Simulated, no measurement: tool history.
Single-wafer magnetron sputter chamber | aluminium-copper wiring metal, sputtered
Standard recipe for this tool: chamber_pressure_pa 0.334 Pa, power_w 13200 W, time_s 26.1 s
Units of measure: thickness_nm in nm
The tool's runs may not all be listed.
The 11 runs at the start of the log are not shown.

| run | hour | chamber_pressure_pa | power_w | time_s | read-back reference wafer on the same gauge, thickness_nm | thickness_nm |
|---|---|---|---|---|---|---|
| 12 | 133 | 0.334 | 14150 | 26.1 | 663.996 | 704.398 |
| 13 | 143.1 | 0.334 | 13200 | 23.7 | 663.954 | 595.014 |
|  | 153 | sputter target and shields replaced |
| 14 | 153.5 | 0.334 | 13200 | 23.7 | 664.011 | 603.028 |
| 15 | 168.8 | 0.334 | 13200 | 23.7 | 663.933 | 604.316 |
| 16 | 193 | 0.334 | 13200 | 26.1 | 664 | 665.614 |
| 17 | 200.4 | 0.334 | 14100 | 26.1 | 664.089 | 708.766 |
| 18 | 206.9 | 0.372 | 13200 | 26.1 | 664.036 | 652.26 |
| 19 | 218.6 | 0.334 | 13200 | 26.1 | 663.798 | 660.595 |
| 20 | 233.5 | 0.334 | 14950 | 27.8 | 664.2 | 791.573 |
|  | 236.6 | gauge calibrated |
|  | 251.6 | sputter target and shields replaced |
| 21 | 252.1 | 0.458 | 15750 | 30.5 | 664.151 | 888.39 |
| 22 | 252.4 | 0.334 | 13200 | 26.1 | 664.064 | 667.143 |
| 23 | 264.5 | 0.334 | 14100 | 26.1 | 664.066 | 713.112 |
| 24 | 279.3 | 0.334 | 12250 | 26.1 | 663.919 | 618.062 |
| 25 | 285.8 | 0.401 | 15950 | 23.6 | 663.737 | 708.455 |
| 26 | 292.3 | 0.24 | 11800 | 26.1 | 663.964 | 617.125 |
|  | 306.3 | capacitance manometer re-zeroed and calibrated |
| 27 | 325.1 | 0.334 | 10550 | 21.8 | 663.952 | 433.483 |
| 28 | 331.8 | 0.334 | 10600 | 21.1 | 664.089 | 421.749 |
| 29 | 340.6 | 0.393 | 13200 | 23 | 664.163 | 555.014 |
| 30 | 352.9 | 0.334 | 13200 | 26.1 | 664.164 | 644.698 |
|  | 361.4 | sputter target and shields replaced |
| 31 | 370.2 | 0.334 | 15100 | 30.9 | 664.091 | 888.116 |
| 32 | 379 | 0.253 | 13200 | 26.1 | 664.048 | 678.882 |
| 33 | 390.2 | 0.334 | 15500 | 27.8 | 663.961 | 818.004 |

Forecast each of these 5 alternatives for the next run:
| A | 390.6 | 0.334 | 13200 | 26.1 | ? | ? |
| B | 390.6 | 0.26 | 11450 | 30.9 | ? | ? |
| C | 390.6 | 0.334 | 14950 | 29.2 | ? | ? |
| D | 390.6 | 0.405 | 13200 | 21.6 | ? | ? |
| E | 390.6 | 0.298 | 13200 | 30.4 | ? | ? |

| run | read-back reference wafer on the same gauge, thickness_nm | thickness_nm |
|---|---|---|
| A | 664.035 | 654.798 |
| B | 664.035 | 693.693 |
| C | 664.035 | 829.692 |
| D | 664.035 | 526.143 |
| E | 664.035 | 774.272 |
With no hidden state in the tool, these same runs would have given:
| run | thickness_nm |
|---|---|
| A | 654.811 |
| B | 694.365 |
| C | 829.708 |
| D | 525.687 |
| E | 774.642 |
